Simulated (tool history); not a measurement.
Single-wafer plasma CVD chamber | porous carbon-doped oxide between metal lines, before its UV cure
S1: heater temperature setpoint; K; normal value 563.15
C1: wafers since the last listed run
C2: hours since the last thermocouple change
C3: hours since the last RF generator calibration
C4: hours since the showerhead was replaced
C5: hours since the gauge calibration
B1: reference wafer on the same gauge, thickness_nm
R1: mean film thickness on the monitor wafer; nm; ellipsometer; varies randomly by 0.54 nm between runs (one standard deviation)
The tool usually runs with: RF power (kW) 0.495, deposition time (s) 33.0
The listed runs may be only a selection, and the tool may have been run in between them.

{"run": 1, "hour": 0.0, "S1": 563.15, "RF power (kW)": 0.52, "deposition time (s)": 33.0, "C1": 0, "C2": 451.8, "C3": 754.1, "C4": 2439.3, "C5": 1271.9, "B1": 195.986, "R1": 173.997}
{"run": 2, "hour": 46.9, "S1": 563.15, "RF power (kW)": 0.52, "deposition time (s)": 33.0, "C1": 661, "C2": 498.7, "C3": 801.0, "C4": 2486.2, "C5": 1318.8, "B1": 196.013, "R1": 174.194}
{"run": 3, "hour": 94.6, "S1": 563.15, "RF power (kW)": 0.52, "deposition time (s)": 33.0, "C1": 672, "C2": 546.4, "C3": 848.7, "C4": 2533.9, "C5": 1366.5, "B1": 196.172, "R1": 174.292}
{"run": 4, "hour": 166.5, "S1": 563.15, "RF power (kW)": 0.495, "deposition time (s)": 33.0, "C1": 1013, "C2": 618.3, "C3": 920.6, "C4": 2605.8, "C5": 1438.4, "B1": 196.308, "R1": 168.336}
{"hour": 333.8, "done": "RF generator calibrated"}
{"run": 5, "hour": 356.0, "S1": 563.15, "RF power (kW)": 0.495, "deposition time (s)": 33.0, "C1": 2559, "C2": 807.8, "C3": 22.2, "C4": 2795.3, "C5": 1627.9, "B1": 195.929, "R1": 164.573}
{"run": 6, "hour": 424.3, "S1": 563.15, "RF power (kW)": 0.495, "deposition time (s)": 33.0, "C1": 963, "C2": 876.1, "C3": 90.5, "C4": 2863.6, "C5": 1696.2, "B1": 196.015, "R1": 164.667}
{"run": 7, "hour": 485.3, "S1": 563.15, "RF power (kW)": 0.495, "deposition time (s)": 33.0, "C1": 860, "C2": 937.1, "C3": 151.5, "C4": 2924.6, "C5": 1757.2, "B1": 195.738, "R1": 164.426}
{"run": 8, "hour": 543.3, "S1": 563.15, "RF power (kW)": 0.495, "deposition time (s)": 33.0, "C1": 817, "C2": 995.1, "C3": 209.5, "C4": 2982.6, "C5": 1815.2, "B1": 195.948, "R1": 163.643}
{"run": 9, "hour": 580.9, "S1": 563.15, "RF power (kW)": 0.495, "deposition time (s)": 33.0, "C1": 530, "C2": 1032.7, "C3": 247.1, "C4": 3020.2, "C5": 1852.8, "B1": 195.697, "R1": 163.898}
{"run": 10, "hour": 629.2, "S1": 563.15, "RF power (kW)": 0.495, "deposition time (s)": 33.0, "C1": 681, "C2": 1081.0, "C3": 295.4, "C4": 3068.5, "C5": 1901.1, "B1": 196.041, "R1": 163.662}
{"run": 11, "hour": 677.6, "S1": 570.15, "RF power (kW)": 0.495, "deposition time (s)": 30.9, "C1": 682, "C2": 1129.4, "C3": 343.8, "C4": 3116.9, "C5": 1949.5, "B1": 196.023, "R1": 147.843}
{"hour": 689.6, "done": "RF generator calibrated, repeated, since the last time left the tool worse"}
{"run": 12, "hour": 743.1, "S1": 570.15, "RF power (kW)": 0.495, "deposition time (s)": 30.9, "C1": 810, "C2": 1194.9, "C3": 53.5, "C4": 3182.4, "C5": 2015.0, "B1": 196.03, "R1": 153.114}
{"run": 13, "hour": 805.1, "S1": 563.15, "RF power (kW)": 0.54, "deposition time (s)": 33.0, "C1": 874, "C2": 1256.9, "C3": 115.5, "C4": 3244.4, "C5": 2077.0, "B1": 195.631, "R1": 179.882}
{"run": 14, "hour": 864.6, "S1": 563.15, "RF power (kW)": 0.46, "deposition time (s)": 33.0, "C1": 838, "C2": 1316.4, "C3": 175.0, "C4": 3303.9, "C5": 2136.5, "B1": 195.896, "R1": 163.352}
{"hour": 906.0, "done": "showerhead replaced"}
{"run": 15, "hour": 906.5, "S1": 575.15, "RF power (kW)": 0.495, "deposition time (s)": 27.9, "C1": 478, "C2": 1358.3, "C3": 216.9, "C4": 0.5, "C5": 2178.4, "B1": 195.901, "R1": 133.555}
{"run": 16, "hour": 957.0, "S1": 563.15, "RF power (kW)": 0.465, "deposition time (s)": 33.0, "C1": 712, "C2": 1408.8, "C3": 267.4, "C4": 51.0, "C5": 2228.9, "B1": 195.824, "R1": 163.782}
{"run": 17, "hour": 1022.9, "S1": 563.15, "RF power (kW)": 0.495, "deposition time (s)": 38.8, "C1": 929, "C2": 1474.7, "C3": 333.3, "C4": 116.9, "C5": 2294.8, "B1": 195.696, "R1": 198.771}
{"hour": 1056.1, "done": "gauge calibrated"}
{"run": 18, "hour": 1076.6, "S1": 552.15, "RF power (kW)": 0.525, "deposition time (s)": 31.3, "C1": 757, "C2": 1528.4, "C3": 387.0, "C4": 170.6, "C5": 20.5, "B1": 196.132, "R1": 181.774}
{"run": 19, "hour": 1264.6, "S1": 569.15, "RF power (kW)": 0.575, "deposition time (s)": 33.0, "C1": 2650, "C2": 1716.4, "C3": 575.0, "C4": 358.6, "C5": 208.5, "B1": 195.892, "R1": 179.248}
{"hour": 1315.0, "done": "thermocouple changed; heater temperature recalibrated"}
{"run": 20, "hour": 1334.6, "S1": 563.15, "RF power (kW)": 0.545, "deposition time (s)": 33.0, "C1": 874, "C2": 19.6, "C3": 645.0, "C4": 428.6, "C5": 278.5, "B1": 196.004, "R1": 180.776}
{"run": 21, "hour": 1368.3, "S1": 563.15, "RF power (kW)": 0.495, "deposition time (s)": 35.2, "C1": 475, "C2": 53.3, "C3": 678.7, "C4": 462.3, "C5": 312.2, "B1": 196.11, "R1": 180.486}
{"run": 22, "hour": 1498.2, "S1": 563.15, "RF power (kW)": 0.495, "deposition time (s)": 33.0, "C1": 1831, "C2": 183.2, "C3": 808.6, "C4": 592.2, "C5": 442.1, "B1": 196.369, "R1": 169.811}
{"run": 23, "hour": 1527.9, "S1": 563.15, "RF power (kW)": 0.495, "deposition time (s)": 33.0, "C1": 418, "C2": 212.9, "C3": 838.3, "C4": 621.9, "C5": 471.8, "B1": 195.816, "R1": 168.89}
{"run": 24, "hour": 1578.3, "S1": 563.15, "RF power (kW)": 0.495, "deposition time (s)": 28.6, "C1": 710, "C2": 263.3, "C3": 888.7, "C4": 672.3, "C5": 522.2, "B1": 195.769, "R1": 146.795}
{"run": 25, "hour": 1634.3, "S1": 563.15, "RF power (kW)": 0.495, "deposition time (s)": 36.9, "C1": 789, "C2": 319.3, "C3": 944.7, "C4": 728.3, "C5": 578.2, "B1": 195.901, "R1": 188.289}
{"hour": 1681.4, "done": "RF generator calibrated"}
{"run": 26, "hour": 1681.9, "S1": 563.15, "RF power (kW)": 0.495, "deposition time (s)": 33.0, "C1": 558, "C2": 366.9, "C3": 0.5, "C4": 775.9, "C5": 625.8, "B1": 196.344, "R1": 170.017}
{"run": 27, "hour": 1719.6, "S1": 563.15, "RF power (kW)": 0.54, "deposition time (s)": 38.5, "C1": 531, "C2": 404.6, "C3": 38.2, "C4": 813.6, "C5": 663.5, "B1": 196.096, "R1": 209.359}
{"run": 28, "hour": 1782.6, "S1": 563.15, "RF power (kW)": 0.495, "deposition time (s)": 27.8, "C1": 888, "C2": 467.6, "C3": 101.2, "C4": 876.6, "C5": 726.5, "B1": 196.06, "R1": 144.686}
{"run": 29, "hour": 1814.4, "S1": 554.15, "RF power (kW)": 0.575, "deposition time (s)": 38.8, "C1": 448, "C2": 499.4, "C3": 133.0, "C4": 908.4, "C5": 758.3, "B1": 195.956, "R1": 234.84}

Measured less the same run without the tool's hidden state. The same run-to-run variation is in both; the gauge's scatter may not be:
What the log doesn't record here: wafer temperature above the value expected at the setpoint (K); delivered RF power above the setpoint (%); gauge reads high (%).
run=1 R1=-2.609
run=2 R1=-2.739
run=3 R1=-2.869
run=4 R1=-3.007
run=5 R1=-6.103
run=6 R1=-6.293
run=7 R1=-6.450
run=8 R1=-6.578
run=9 R1=-6.692
run=10 R1=-6.815
run=11 R1=-6.276
run=12 R1=-0.161
run=13 R1=-0.354
run=14 R1=-0.474
run=15 R1=-0.473
run=16 R1=-0.706
run=17 R1=-1.059
run=18 R1=-1.100
run=19 R1=-1.564
run=20 R1=-1.804
run=21 R1=-1.924
run=22 R1=-2.155
run=23 R1=-2.221
run=24 R1=-2.047
run=25 R1=-2.791
run=26 R1=-0.118
run=27 R1=-0.262
run=28 R1=-0.322
run=29 R1=-0.615
